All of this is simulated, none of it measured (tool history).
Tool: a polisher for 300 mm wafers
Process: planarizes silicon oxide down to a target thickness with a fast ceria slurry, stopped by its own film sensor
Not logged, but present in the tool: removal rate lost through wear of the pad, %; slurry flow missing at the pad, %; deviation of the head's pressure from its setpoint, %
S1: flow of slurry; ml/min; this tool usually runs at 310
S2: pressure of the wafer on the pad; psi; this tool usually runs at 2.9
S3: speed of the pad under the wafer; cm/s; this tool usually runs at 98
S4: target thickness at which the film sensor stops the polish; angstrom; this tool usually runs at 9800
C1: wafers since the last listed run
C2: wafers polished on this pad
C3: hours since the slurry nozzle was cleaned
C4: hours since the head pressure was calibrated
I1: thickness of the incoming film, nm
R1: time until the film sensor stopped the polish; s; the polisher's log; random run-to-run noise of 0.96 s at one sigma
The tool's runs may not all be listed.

run 1 hour=0.0 | S1=310 S2=2.9 S3=98 S4=9800 | C1=0 C2=4750 C3=348.9 C4=348.7 | I1=2083.2 | R1=76.0
run 2 hour=43.5 | S1=260 S2=2.9 S3=98 S4=8210 | C1=394 C2=5145 C3=392.4 C4=392.2 | I1=2068.7 | R1=90.2
run 3 hour=89.0 | S1=260 S2=2.9 S3=98 S4=8210 | C1=412 C2=5557 C3=437.9 C4=437.7 | I1=2057.2 | R1=89.5
run 4 hour=191.8 | S1=260 S2=2.9 S3=98 S4=8210 | C1=932 C2=6489 C3=540.7 C4=540.5 | I1=2092.0 | R1=91.7
-- hour=200.9 worn pad replaced by a new one
run 5 hour=296.4 | S1=310 S2=2.9 S3=98 S4=9800 | C1=912 C2=865 C3=645.3 C4=645.1 | I1=2056.5 | R1=80.3
run 6 hour=375.0 | S1=310 S2=2.9 S3=98 S4=9800 | C1=712 C2=1578 C3=723.9 C4=723.7 | I1=2068.3 | R1=83.8
run 7 hour=465.4 | S1=310 S2=2.9 S3=98 S4=9800 | C1=819 C2=2398 C3=814.3 C4=814.1 | I1=2070.0 | R1=84.9
-- hour=467.4 head pressure recalibrated
-- hour=497.3 slurry nozzle cleaned
run 8 hour=553.3 | S1=310 S2=3.2 S3=98 S4=9800 | C1=769 C2=3167 C3=56.0 C4=85.9 | I1=2089.5 | R1=79.2
run 9 hour=602.2 | S1=310 S2=3.2 S3=98 S4=9800 | C1=443 C2=3611 C3=104.9 C4=134.8 | I1=2090.0 | R1=80.1
run 10 hour=687.5 | S1=310 S2=2.9 S3=98 S4=9800 | C1=773 C2=4384 C3=190.2 C4=220.1 | I1=2070.3 | R1=86.1
run 11 hour=794.2 | S1=310 S2=2.9 S3=98 S4=9800 | C1=967 C2=5352 C3=296.9 C4=326.8 | I1=2081.1 | R1=88.9
-- hour=856.5 worn pad replaced by a new one, repeated, since the last time left the tool worse
run 12 hour=878.4 | S1=310 S2=2.9 S3=98 S4=9800 | C1=727 C2=198 C3=381.1 C4=411.0 | I1=2086.5 | R1=73.9
run 13 hour=983.4 | S1=310 S2=2.9 S3=98 S4=7910 | C1=952 C2=1150 C3=486.1 C4=516.0 | I1=2040.5 | R1=86.2
run 14 hour=1064.8 | S1=370 S2=2.9 S3=108 S4=9800 | C1=738 C2=1889 C3=567.5 C4=597.4 | I1=2083.2 | R1=68.3
run 15 hour=1101.7 | S1=215 S2=2.9 S3=130 S4=9800 | C1=334 C2=2223 C3=604.4 C4=634.3 | I1=2051.1 | R1=59.7
run 16 hour=1151.7 | S1=310 S2=2.9 S3=98 S4=9800 | C1=453 C2=2677 C3=654.4 C4=684.3 | I1=2062.6 | R1=75.9
-- hour=1188.2 slurry nozzle cleaned
run 17 hour=1243.5 | S1=210 S2=2.9 S3=88 S4=9800 | C1=823 C2=3500 C3=55.3 C4=776.1 | I1=2101.7 | R1=88.4
-- hour=1310.4 head pressure recalibrated
run 18 hour=1310.9 | S1=205 S2=2.4 S3=98 S4=8830 | C1=593 C2=4093 C3=122.7 C4=0.5 | I1=2064.4 | R1=105.8
run 19 hour=1405.6 | S1=310 S2=2.9 S3=76 S4=9800 | C1=858 C2=4952 C3=217.4 C4=95.2 | I1=2080.1 | R1=97.2
run 20 hour=1454.0 | S1=310 S2=2.2 S3=112 S4=13540 | C1=438 C2=5390 C3=265.8 C4=143.6 | I1=2080.3 | R1=60.8
-- hour=1541.7 worn pad replaced by a new one
run 21 hour=1557.5 | S1=250 S2=2.5 S3=98 S4=13640 | C1=902 C2=143 C3=369.3 C4=247.1 | I1=2069.3 | R1=56.6
run 22 hour=1611.2 | S1=310 S2=2.9 S3=120 S4=9800 | C1=486 C2=630 C3=423.0 C4=300.8 | I1=2109.1 | R1=64.7
run 23 hour=1691.2 | S1=310 S2=2.9 S3=76 S4=9800 | C1=725 C2=1355 C3=503.0 C4=380.8 | I1=2053.6 | R1=91.3
-- hour=1899.6 slurry nozzle cleaned
run 24 hour=1973.8 | S1=385 S2=2.3 S3=80 S4=10870 | C1=2553 C2=3909 C3=74.2 C4=663.4 | I1=2068.4 | R1=101.6
-- hour=2075.6 head pressure recalibrated
run 25 hour=2150.6 | S1=310 S2=2.1 S3=98 S4=12180 | C1=1584 C2=5494 C3=251.0 C4=75.0 | I1=2069.7 | R1=82.4
run 26 hour=2192.8 | S1=310 S2=2.9 S3=98 S4=9800 | C1=382 C2=5876 C3=293.2 C4=117.2 | I1=2037.5 | R1=75.3

Expected results for the next run?
-- hour=2221.8 worn pad replaced by a new one
run 27 hour=2276.0 | S1=265 S2=3.7 S3=124 S4=12180 | C1=718 C2=491 C3=376.4 C4=200.4 | I1=2091.4 | R1=?

Run 27 yielded R1 38.6 s.
Minus the tool's unlogged condition, the same run would have read R1 38.5 s.
